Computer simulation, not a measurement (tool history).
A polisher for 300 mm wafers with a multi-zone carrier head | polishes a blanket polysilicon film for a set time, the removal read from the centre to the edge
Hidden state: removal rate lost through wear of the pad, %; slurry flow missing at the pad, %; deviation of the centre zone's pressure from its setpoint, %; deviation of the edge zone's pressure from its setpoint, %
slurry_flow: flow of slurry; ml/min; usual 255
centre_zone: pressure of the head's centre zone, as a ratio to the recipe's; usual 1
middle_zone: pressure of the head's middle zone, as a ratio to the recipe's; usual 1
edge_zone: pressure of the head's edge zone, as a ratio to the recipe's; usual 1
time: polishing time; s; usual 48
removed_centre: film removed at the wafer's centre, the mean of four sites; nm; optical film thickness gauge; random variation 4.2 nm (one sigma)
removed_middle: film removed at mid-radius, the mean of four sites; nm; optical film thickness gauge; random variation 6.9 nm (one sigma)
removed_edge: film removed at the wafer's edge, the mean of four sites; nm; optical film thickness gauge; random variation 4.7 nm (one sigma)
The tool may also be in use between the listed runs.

run	hour	slurry_flow	centre_zone	middle_zone	edge_zone	time	wafers since the last listed run	wafers polished on this pad	hours since the slurry nozzle was cleaned	hours since the centre zone pressure was calibrated	hours since the edge zone pressure was calibrated	hours since the carrier head's membrane was replaced	incoming thickness of the incoming film, nm	removed_centre	removed_middle	removed_edge
1	0	255	1	1	1	48	0	1170	5.2	1239.4	594.4	515	1372.7	475.7	496.6	487.2
# hour 72.7: worn pad replaced by a new one
2	101.7	255	1	1	1	48	842	250	106.9	1341.1	696.1	616.7	1325.3	460.5	485.7	482.7
3	132.3	255	1	1	1	48	263	514	137.5	1371.7	726.7	647.3	1351.2	481.4	487.5	480.4
# hour 134.8: edge zone pressure recalibrated
4	150.8	325	1	1	1	48	142	656	156	1390.2	16	665.8	1364.8	483.4	502.4	483.1
5	170	255	1	0.91	1	48	165	822	175.2	1409.4	35.2	685	1326.3	466.1	458.9	473.2
6	202.2	255	1	0.9	0.89	48	277	1100	207.4	1441.6	67.4	717.2	1342.1	480.3	459.4	469.8
7	236.4	255	1	1	1	48	295	1395	241.6	1475.8	101.6	751.4	1354.1	471.1	486.7	481.6
8	250.3	255	1	0.88	1	55	119	1515	255.5	1489.7	115.5	765.3	1353.3	545.3	504.1	549.3
9	263.7	190	0.92	1	1	48	115	1630	268.9	1503.1	128.9	778.7	1353.3	419.3	470.9	471.8
10	289.4	255	1	1	1	48	221	1852	294.6	1528.8	154.6	804.4	1364.4	476.1	475.1	483
# hour 320.2: centre zone pressure recalibrated
# hour 333.3: worn pad replaced by a new one
11	389	255	1	1	0.94	48	807	480	394.2	68.8	254.2	904	1350.2	475.2	479.1	472.8
12	409.9	255	0.89	1.06	1.11	39	180	660	415.1	89.7	275.1	924.9	1356	341	407.7	413.3
13	436.5	255	0.88	1	1	33	229	889	441.7	116.3	301.7	951.5	1347.4	286.7	333.9	339.8
# hour 445.7: carrier head's membrane replaced by a new one
14	463.6	255	1	0.88	1	55	190	1080	468.8	143.4	328.8	17.9	1336.3	542.7	498.7	558
15	489.7	255	1	1	1	48	225	1305	494.9	169.5	354.9	44	1338	476.9	487.9	484.3
16	521.9	255	1	1	1	33	277	1583	527.1	201.7	387.1	76.2	1352.5	324.8	335.1	338.7
17	545.6	255	1	1	1	40	204	1788	550.8	225.4	410.8	99.9	1351.8	395.4	406.6	396.5
18	562.5	255	1.1	1.05	1.09	48	145	1933	567.7	242.3	427.7	116.8	1351.7	522.4	489.6	493.7
# hour 600.5: worn pad replaced by a new one
19	601	340	1	1	1.11	48	297	3	606.2	280.8	466.2	155.3	1367.5	486.8	488.2	506
20	619.5	255	1	1	1	48	159	163	624.7	299.3	484.7	173.8	1338.7	466.3	477.2	478.4
21	648.5	225	0.94	0.92	1	58	250	413	653.7	328.3	513.7	202.8	1343.1	520.7	538	582.7
22	683.2	255	1	1	1	48	299	713	688.4	363	548.4	237.5	1344.6	470.6	481.9	484.9
23	710.4	310	0.96	0.94	1	48	234	947	715.6	390.2	575.6	264.7	1340.3	460.9	476.6	482.6

Hidden state at the last listed run before each entry between runs and at the first one after, where it differs:
Between runs 1 and 2: worn pad replaced by a new one (hour 72.7)
  no hidden state differs between the two runs
Between runs 3 and 4: edge zone pressure recalibrated (hour 134.8)
  no hidden state differs between the two runs
Between runs 10 and 11: centre zone pressure recalibrated (hour 320.2); worn pad replaced by a new one (hour 333.3)
  no hidden state differs between the two runs
Between runs 13 and 14: carrier head's membrane replaced by a new one (hour 445.7)
  no hidden state differs between the two runs
Between runs 18 and 19: worn pad replaced by a new one (hour 600.5)
  no hidden state differs between the two runs
